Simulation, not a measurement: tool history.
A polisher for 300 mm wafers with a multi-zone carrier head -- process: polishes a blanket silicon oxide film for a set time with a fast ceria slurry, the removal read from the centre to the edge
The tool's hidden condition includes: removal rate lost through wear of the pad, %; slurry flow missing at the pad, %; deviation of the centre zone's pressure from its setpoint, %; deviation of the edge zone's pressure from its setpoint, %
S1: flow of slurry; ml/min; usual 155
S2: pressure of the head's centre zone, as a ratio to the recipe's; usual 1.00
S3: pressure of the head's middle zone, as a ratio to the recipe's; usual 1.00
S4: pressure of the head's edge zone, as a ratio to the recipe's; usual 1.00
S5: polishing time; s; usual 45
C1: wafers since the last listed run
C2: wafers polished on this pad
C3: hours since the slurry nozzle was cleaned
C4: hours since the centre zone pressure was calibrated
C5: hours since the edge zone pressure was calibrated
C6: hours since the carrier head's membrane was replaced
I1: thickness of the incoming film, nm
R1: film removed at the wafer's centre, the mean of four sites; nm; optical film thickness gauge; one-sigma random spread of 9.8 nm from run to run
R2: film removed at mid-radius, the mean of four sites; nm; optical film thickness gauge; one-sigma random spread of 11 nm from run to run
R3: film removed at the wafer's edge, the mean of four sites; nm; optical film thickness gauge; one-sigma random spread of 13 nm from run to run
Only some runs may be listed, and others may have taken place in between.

{"run": 1, "hour": 0.0, "S1": 155, "S2": 1.0, "S3": 0.92, "S4": 1.0, "S5": 45, "C1": 0, "C2": 867, "C3": 665.8, "C4": 470.1, "C5": 892.5, "C6": 1665.9, "I1": 3463.1, "R1": 820.5, "R2": 740.0, "R3": 816.0}
{"hour": 11.4, "done": "worn pad replaced by a new one"}
{"run": 2, "hour": 11.9, "S1": 155, "S2": 1.0, "S3": 0.92, "S4": 1.0, "S5": 45, "C1": 61, "C2": 3, "C3": 677.7, "C4": 482.0, "C5": 904.4, "C6": 1677.8, "I1": 3442.2, "R1": 917.3, "R2": 818.3, "R3": 910.9}
{"run": 3, "hour": 25.9, "S1": 155, "S2": 1.0, "S3": 1.0, "S4": 1.0, "S5": 45, "C1": 108, "C2": 112, "C3": 691.7, "C4": 496.0, "C5": 918.4, "C6": 1691.8, "I1": 3467.4, "R1": 900.1, "R2": 887.6, "R3": 859.2}
{"run": 4, "hour": 65.0, "S1": 155, "S2": 1.0, "S3": 1.0, "S4": 1.0, "S5": 45, "C1": 303, "C2": 415, "C3": 730.8, "C4": 535.1, "C5": 957.5, "C6": 1730.9, "I1": 3466.3, "R1": 854.7, "R2": 838.4, "R3": 867.5}
{"run": 5, "hour": 92.9, "S1": 155, "S2": 1.0, "S3": 1.0, "S4": 1.0, "S5": 45, "C1": 216, "C2": 632, "C3": 758.7, "C4": 563.0, "C5": 985.4, "C6": 1758.8, "I1": 3420.6, "R1": 841.3, "R2": 818.2, "R3": 831.2}
{"run": 6, "hour": 103.1, "S1": 155, "S2": 1.0, "S3": 1.0, "S4": 1.0, "S5": 45, "C1": 79, "C2": 711, "C3": 768.9, "C4": 573.2, "C5": 995.6, "C6": 1769.0, "I1": 3456.5, "R1": 835.0, "R2": 820.7, "R3": 847.2}
{"hour": 119.5, "done": "edge zone pressure recalibrated"}
{"run": 7, "hour": 120.0, "S1": 155, "S2": 1.0, "S3": 1.0, "S4": 1.0, "S5": 45, "C1": 115, "C2": 826, "C3": 785.8, "C4": 590.1, "C5": 0.5, "C6": 1785.9, "I1": 3420.7, "R1": 826.1, "R2": 814.7, "R3": 820.6}
{"run": 8, "hour": 129.9, "S1": 155, "S2": 1.0, "S3": 1.0, "S4": 1.0, "S5": 45, "C1": 76, "C2": 903, "C3": 795.7, "C4": 600.0, "C5": 10.4, "C6": 1795.8, "I1": 3426.5, "R1": 828.6, "R2": 812.9, "R3": 817.9}
{"hour": 137.8, "done": "slurry nozzle cleaned"}
{"run": 9, "hour": 146.7, "S1": 155, "S2": 1.0, "S3": 1.0, "S4": 1.0, "S5": 37, "C1": 122, "C2": 1025, "C3": 8.9, "C4": 616.8, "C5": 27.2, "C6": 1812.6, "I1": 3459.5, "R1": 676.6, "R2": 664.8, "R3": 674.1}
{"run": 10, "hour": 157.8, "S1": 155, "S2": 1.0, "S3": 1.0, "S4": 1.0, "S5": 37, "C1": 86, "C2": 1112, "C3": 20.0, "C4": 627.9, "C5": 38.3, "C6": 1823.7, "I1": 3424.3, "R1": 669.1, "R2": 651.0, "R3": 672.4}
{"hour": 166.6, "done": "worn pad replaced by a new one"}
{"run": 11, "hour": 168.2, "S1": 155, "S2": 0.94, "S3": 1.05, "S4": 1.04, "S5": 54, "C1": 49, "C2": 12, "C3": 30.4, "C4": 638.3, "C5": 48.7, "C6": 1834.1, "I1": 3475.1, "R1": 1010.9, "R2": 1095.8, "R3": 1059.1}
{"hour": 178.2, "done": "carrier head's membrane replaced by a new one"}
{"run": 12, "hour": 184.7, "S1": 155, "S2": 1.0, "S3": 1.0, "S4": 1.0, "S5": 45, "C1": 89, "C2": 101, "C3": 46.9, "C4": 654.8, "C5": 65.2, "C6": 6.5, "I1": 3461.7, "R1": 889.1, "R2": 867.4, "R3": 845.7}
{"hour": 186.7, "done": "centre zone pressure recalibrated"}
{"run": 13, "hour": 195.2, "S1": 125, "S2": 0.95, "S3": 1.0, "S4": 1.0, "S5": 45, "C1": 65, "C2": 167, "C3": 57.4, "C4": 8.5, "C5": 75.7, "C6": 17.0, "I1": 3451.2, "R1": 796.9, "R2": 804.3, "R3": 818.3}
{"run": 14, "hour": 207.3, "S1": 155, "S2": 0.9, "S3": 1.0, "S4": 1.0, "S5": 45, "C1": 93, "C2": 261, "C3": 69.5, "C4": 20.6, "C5": 87.8, "C6": 29.1, "I1": 3426.1, "R1": 765.2, "R2": 827.3, "R3": 829.9}
{"run": 15, "hour": 224.5, "S1": 190, "S2": 1.0, "S3": 1.0, "S4": 1.0, "S5": 45, "C1": 133, "C2": 395, "C3": 86.7, "C4": 37.8, "C5": 105.0, "C6": 46.3, "I1": 3454.9, "R1": 877.4, "R2": 842.1, "R3": 838.6}
{"run": 16, "hour": 240.6, "S1": 180, "S2": 1.0, "S3": 1.0, "S4": 1.0, "S5": 45, "C1": 124, "C2": 519, "C3": 102.8, "C4": 53.9, "C5": 121.1, "C6": 62.4, "I1": 3439.9, "R1": 864.4, "R2": 828.8, "R3": 819.4}
{"run": 17, "hour": 249.4, "S1": 120, "S2": 1.08, "S3": 1.06, "S4": 1.04, "S5": 45, "C1": 68, "C2": 588, "C3": 111.6, "C4": 62.7, "C5": 129.9, "C6": 71.2, "I1": 3447.4, "R1": 856.7, "R2": 801.0, "R3": 812.0}
{"run": 18, "hour": 263.3, "S1": 155, "S2": 1.0, "S3": 0.89, "S4": 1.04, "S5": 45, "C1": 107, "C2": 695, "C3": 125.5, "C4": 76.6, "C5": 143.8, "C6": 85.1, "I1": 3422.9, "R1": 811.1, "R2": 725.7, "R3": 814.6}
{"run": 19, "hour": 276.1, "S1": 155, "S2": 1.0, "S3": 1.0, "S4": 1.0, "S5": 35, "C1": 99, "C2": 795, "C3": 138.3, "C4": 89.4, "C5": 156.6, "C6": 97.9, "I1": 3402.2, "R1": 637.8, "R2": 627.1, "R3": 642.3}
{"run": 20, "hour": 298.0, "S1": 155, "S2": 1.0, "S3": 1.0, "S4": 1.0, "S5": 45, "C1": 169, "C2": 965, "C3": 160.2, "C4": 111.3, "C5": 178.5, "C6": 119.8, "I1": 3404.6, "R1": 818.4, "R2": 796.0, "R3": 802.0}
{"run": 21, "hour": 306.7, "S1": 210, "S2": 0.95, "S3": 1.0, "S4": 1.0, "S5": 38, "C1": 67, "C2": 1032, "C3": 168.9, "C4": 120.0, "C5": 187.2, "C6": 128.5, "I1": 3443.1, "R1": 698.2, "R2": 720.5, "R3": 701.8}
{"hour": 321.4, "done": "worn pad replaced by a new one"}
{"run": 22, "hour": 321.9, "S1": 155, "S2": 1.0, "S3": 0.93, "S4": 1.0, "S5": 45, "C1": 86, "C2": 3, "C3": 184.1, "C4": 135.2, "C5": 202.4, "C6": 143.7, "I1": 3406.1, "R1": 912.6, "R2": 835.8, "R3": 892.2}
{"run": 23, "hour": 337.4, "S1": 155, "S2": 1.0, "S3": 0.97, "S4": 1.11, "S5": 45, "C1": 120, "C2": 123, "C3": 199.6, "C4": 150.7, "C5": 217.9, "C6": 159.2, "I1": 3476.7, "R1": 880.1, "R2": 833.2, "R3": 917.3}

Take each entry between the runs: how does the hidden state at the last listed run before it differ from the hidden state at the first listed run after it?
Logged between run 1 and run 2: worn pad replaced by a new one (hour 11.4)
  removal rate lost through wear of the pad, %: 9.85 -> 0.644
  measured value less the no-hidden-state value, R1: -89.7 -> -6.0 nm; R2: -80.9 -> -5.3 nm; R3: -89.2 -> -5.9 nm
Logged between run 6 and run 7: edge zone pressure recalibrated (hour 119.5)
  removal rate lost through wear of the pad, %: 9.1 -> 9.5
  measured value less the no-hidden-state value, R1: -83.6 -> -86.7 nm; R2: -82.2 -> -85.5 nm; R3: -84.8 -> -86.2 nm
Logged between run 8 and run 9: slurry nozzle cleaned (hour 137.8)
  removal rate lost through wear of the pad, %: 9.68 -> 9.9
  measured value less the no-hidden-state value, R1: -88.9 -> -74.4 nm; R2: -87.1 -> -73.1 nm; R3: -87.6 -> -74.1 nm
Logged between run 10 and run 11: worn pad replaced by a new one (hour 166.6)
  removal rate lost through wear of the pad, %: 10 -> 1.59
  measured value less the no-hidden-state value, R1: -74.5 -> -16.4 nm; R2: -72.5 -> -17.7 nm; R3: -74.8 -> -17.2 nm
Logged between run 11 and run 12: carrier head's membrane replaced by a new one (hour 178.2)
  removal rate lost through wear of the pad, %: 1.59 -> 4.5
  measured value less the no-hidden-state value, R1: -16.4 -> -41.9 nm; R2: -17.7 -> -40.8 nm; R3: -17.2 -> -39.8 nm
Logged between run 12 and run 13: centre zone pressure recalibrated (hour 186.7)
  removal rate lost through wear of the pad, %: 4.5 -> 5.86
  measured value less the no-hidden-state value, R1: -41.9 -> -49.6 nm; R2: -40.8 -> -50.1 nm; R3: -39.8 -> -51.0 nm
Logged between run 21 and run 22: worn pad replaced by a new one (hour 321.4)
  removal rate lost through wear of the pad, %: 10.7 -> 0.963
  measured value less the no-hidden-state value, R1: -83.3 -> -8.9 nm; R2: -86.0 -> -8.2 nm; R3: -83.8 -> -8.7 nm
